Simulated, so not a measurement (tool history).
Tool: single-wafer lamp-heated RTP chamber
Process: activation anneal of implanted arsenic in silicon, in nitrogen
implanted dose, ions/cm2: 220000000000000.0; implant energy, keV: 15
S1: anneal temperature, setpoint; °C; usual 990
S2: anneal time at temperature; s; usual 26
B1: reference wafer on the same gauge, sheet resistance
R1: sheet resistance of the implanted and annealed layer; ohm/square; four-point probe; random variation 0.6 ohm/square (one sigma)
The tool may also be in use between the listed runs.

run   hour    S1  S2      B1      R1
  1      0   990  33  349.96  398.63
  2   12.6   990  33  349.91  397.95
  3   39.3   990  33  349.99   396.7
  4     58  1000  26  350.05  398.67
  5     80  1000  26  349.92  398.53
  6  107.4  1000  26  349.94  399.33
  7  122.5   990  26  350.08  399.47
  8  135.3   990  26  349.91  399.24
  9  150.6   990  26  349.97  399.32
 10  180.9   990  26  349.93  400.03
 11  206.2   990  26  349.92  399.37
 12  237.5   990  26  349.96  399.36
 13  259.4   990  26  349.84  398.14
 14  283.5   990  11  349.89  402.61
 15  302.5   977  13  350.17  403.61
 16  326.2  1004  14  350.05  400.12
 17  428.4  1010  20  349.99  399.23
 18  454.2   966  30  350.07  401.35
 19  474.5  1007  26  349.99  397.34
 20  486.8   990  26  349.96  399.57
 21  509.1   990  26  350.18  399.45
 22  544.7   971  21  350.08  403.01
 23  563.2   970  32  350.02  401.86
 24  588.3   990  40     350  396.44
 25  614.7   990  26  350.02  397.83
 26  647.1   990  26  349.97  398.97
 27  664.5   981  26   350.1  400.49
 28  687.3   990  38  350.16  396.32
 29  713.9  1002  26  349.99  397.81
 30  747.9   990  18  350.12  399.95
 31  763.1  1004  26  350.06  395.79
 32  794.7   977  31  350.18  400.33
 33  810.9   990  37  350.01  396.93
 34  825.2   990  26  350.06  398.78
 35  842.7  1016  12  350.01  400.96
 36  869.8   973  12  349.94  405.72
 37  891.2   979  38  349.95  398.01
 38    920   990  14  349.93  402.31

Not shown: 4 entries that the log had between the listed runs. Between which runs, and how does the tool's hidden state differ before and after?
Between runs 5 and 6: gauge calibrated (hour 85.9)
  no hidden state differs between the two runs
Between runs 9 and 10: reflector plate cleaned (hour 179.6)
  no hidden state differs between the two runs
Between runs 16 and 17: pyrometer window cleaned and pyrometer calibrated (hour 343.9)
  no hidden state differs between the two runs
Between runs 31 and 32: pyrometer window cleaned and pyrometer calibrated (hour 793.4)
  no hidden state differs between the two runs

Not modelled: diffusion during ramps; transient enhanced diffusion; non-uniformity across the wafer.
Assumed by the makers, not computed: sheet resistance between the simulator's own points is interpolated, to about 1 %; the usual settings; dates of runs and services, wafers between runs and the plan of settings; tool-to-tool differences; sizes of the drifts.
